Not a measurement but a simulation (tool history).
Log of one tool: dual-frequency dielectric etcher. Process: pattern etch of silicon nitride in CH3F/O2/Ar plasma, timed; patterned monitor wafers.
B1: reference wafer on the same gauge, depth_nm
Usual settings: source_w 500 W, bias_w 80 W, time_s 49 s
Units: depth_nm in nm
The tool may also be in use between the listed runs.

run 1 hour=0 | source_w=500 bias_w=89 time_s=55.5 | B1=44.85 | depth_nm=47.24
run 2 hour=17.4 | source_w=500 bias_w=89 time_s=55.5 | B1=44.89 | depth_nm=47.43
run 3 hour=38.9 | source_w=500 bias_w=80 time_s=49 | B1=44.9 | depth_nm=39.85
run 4 hour=55.4 | source_w=500 bias_w=80 time_s=49 | B1=44.93 | depth_nm=39.77
-- hour=87 bias power generator calibrated
-- hour=88.5 upper electrode replaced
run 5 hour=89 | source_w=500 bias_w=80 time_s=49 | B1=44.96 | depth_nm=40.14
run 6 hour=89.3 | source_w=500 bias_w=80 time_s=49 | B1=44.88 | depth_nm=40.25
run 7 hour=94.1 | source_w=500 bias_w=80 time_s=49 | B1=44.93 | depth_nm=40.02
run 8 hour=104 | source_w=500 bias_w=80 time_s=49 | B1=44.86 | depth_nm=40.07
-- hour=135.1 wet clean of the chamber
run 9 hour=135.6 | source_w=500 bias_w=89 time_s=55.5 | B1=44.87 | depth_nm=45.47
run 10 hour=135.9 | source_w=530 bias_w=85 time_s=54.5 | B1=44.83 | depth_nm=44.53
run 11 hour=141.3 | source_w=560 bias_w=90 time_s=49 | B1=44.83 | depth_nm=42.06
run 12 hour=157.1 | source_w=500 bias_w=90 time_s=49 | B1=44.93 | depth_nm=40.47

The next listed run, before its measurement:
-- hour=169.4 gauge calibrated
run 13 hour=170.5 | source_w=560 bias_w=80 time_s=49 | B1=? | depth_nm=?

Run 13 gave B1 44.94, depth_nm 40.23 nm.
Without the tool's hidden state the same run would have given depth_nm 40.37 nm.

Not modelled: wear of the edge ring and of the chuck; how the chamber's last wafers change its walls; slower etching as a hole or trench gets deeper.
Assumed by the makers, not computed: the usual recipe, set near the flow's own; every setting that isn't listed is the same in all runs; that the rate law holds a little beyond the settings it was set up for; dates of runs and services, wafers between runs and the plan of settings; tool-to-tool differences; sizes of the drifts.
